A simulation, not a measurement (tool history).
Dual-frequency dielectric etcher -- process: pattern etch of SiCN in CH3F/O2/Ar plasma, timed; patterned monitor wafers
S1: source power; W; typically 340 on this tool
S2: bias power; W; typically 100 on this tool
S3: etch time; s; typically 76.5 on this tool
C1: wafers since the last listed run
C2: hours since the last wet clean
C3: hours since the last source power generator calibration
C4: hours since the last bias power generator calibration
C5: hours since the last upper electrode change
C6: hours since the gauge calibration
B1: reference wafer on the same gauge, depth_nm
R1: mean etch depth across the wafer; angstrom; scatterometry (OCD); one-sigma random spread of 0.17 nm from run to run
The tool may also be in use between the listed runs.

run 1 hour=0 | S1=340 S2=100 S3=76.5 | C1=0 C2=150.1 C3=1226.5 C4=2793 C5=940.7 C6=61.3 | B1=31.78 | R1=294.3
run 2 hour=82.1 | S1=340 S2=100 S3=76.5 | C1=805 C2=232.2 C3=1308.6 C4=2875.1 C5=1022.8 C6=143.4 | B1=31.77 | R1=294.3
run 3 hour=156.8 | S1=340 S2=100 S3=76.5 | C1=732 C2=306.9 C3=1383.3 C4=2949.8 C5=1097.5 C6=218.1 | B1=31.81 | R1=298.7
run 4 hour=233.2 | S1=310 S2=100 S3=76.5 | C1=749 C2=383.3 C3=1459.7 C4=3026.2 C5=1173.9 C6=294.5 | B1=31.79 | R1=292.5
run 5 hour=276.7 | S1=310 S2=100 S3=76.5 | C1=426 C2=426.8 C3=1503.2 C4=3069.7 C5=1217.4 C6=338 | B1=31.79 | R1=292.6
run 6 hour=317.2 | S1=310 S2=100 S3=76.5 | C1=397 C2=467.3 C3=1543.7 C4=3110.2 C5=1257.9 C6=378.5 | B1=31.84 | R1=291
run 7 hour=383.1 | S1=360 S2=100 S3=76.5 | C1=646 C2=533.2 C3=1609.6 C4=3176.1 C5=1323.8 C6=444.4 | B1=31.8 | R1=307.2
-- hour=479.1 wet clean of the chamber
run 8 hour=479.6 | S1=340 S2=100 S3=76.5 | C1=711 C2=0.5 C3=1706.1 C4=3272.6 C5=1420.3 C6=540.9 | B1=31.81 | R1=287.4
-- hour=585.2 bias power generator calibrated
run 9 hour=674.6 | S1=340 S2=100 S3=76.5 | C1=1873 C2=195.5 C3=1901.1 C4=89.4 C5=1615.3 C6=735.9 | B1=31.79 | R1=296.7
-- hour=691.6 source power generator calibrated
run 10 hour=710.8 | S1=340 S2=100 S3=76.5 | C1=315 C2=231.7 C3=19.2 C4=125.6 C5=1651.5 C6=772.1 | B1=31.79 | R1=295.4
run 11 hour=800.5 | S1=340 S2=100 S3=76.5 | C1=879 C2=321.4 C3=108.9 C4=215.3 C5=1741.2 C6=861.8 | B1=31.8 | R1=296.3
run 12 hour=839.4 | S1=340 S2=85 S3=76.5 | C1=381 C2=360.3 C3=147.8 C4=254.2 C5=1780.1 C6=900.7 | B1=31.84 | R1=285.5
run 13 hour=896.4 | S1=400 S2=120 S3=76.5 | C1=559 C2=417.3 C3=204.8 C4=311.2 C5=1837.1 C6=957.7 | B1=31.8 | R1=323.7
run 14 hour=961.7 | S1=280 S2=121 S3=95.5 | C1=640 C2=482.6 C3=270.1 C4=376.5 C5=1902.4 C6=1023 | B1=31.85 | R1=372.3
-- hour=1014.8 wet clean of the chamber
run 15 hour=1015.3 | S1=340 S2=100 S3=76.5 | C1=290 C2=0.5 C3=323.7 C4=430.1 C5=1956 C6=1076.6 | B1=31.82 | R1=285.1
-- hour=1025.6 gauge calibrated
-- hour=1058.2 upper electrode replaced, of another model than before
run 16 hour=1106.4 | S1=340 S2=118 S3=76.5 | C1=658 C2=91.6 C3=414.8 C4=521.2 C5=48.2 C6=80.8 | B1=31.78 | R1=302.1
run 17 hour=1170.3 | S1=340 S2=100 S3=82.5 | C1=626 C2=155.5 C3=478.7 C4=585.1 C5=112.1 C6=144.7 | B1=31.82 | R1=313.2
run 18 hour=1384.2 | S1=300 S2=92 S3=56.5 | C1=2098 C2=369.4 C3=692.6 C4=799 C5=326 C6=358.6 | B1=31.8 | R1=208.7
run 19 hour=1463.4 | S1=340 S2=123 S3=76.5 | C1=776 C2=448.6 C3=771.8 C4=878.2 C5=405.2 C6=437.8 | B1=31.8 | R1=309.6

Run 20 has not been measured yet. What should we expect?
run 20 hour=1549.8 | S1=270 S2=113 S3=93.5 | C1=847 C2=535 C3=858.2 C4=964.6 C5=491.6 C6=524.2 | B1=? | R1=?

Run 20 came out at B1 31.85, R1 365.3 angstrom.
Without the tool's hidden state the same run would have given R1 353.6 angstrom.

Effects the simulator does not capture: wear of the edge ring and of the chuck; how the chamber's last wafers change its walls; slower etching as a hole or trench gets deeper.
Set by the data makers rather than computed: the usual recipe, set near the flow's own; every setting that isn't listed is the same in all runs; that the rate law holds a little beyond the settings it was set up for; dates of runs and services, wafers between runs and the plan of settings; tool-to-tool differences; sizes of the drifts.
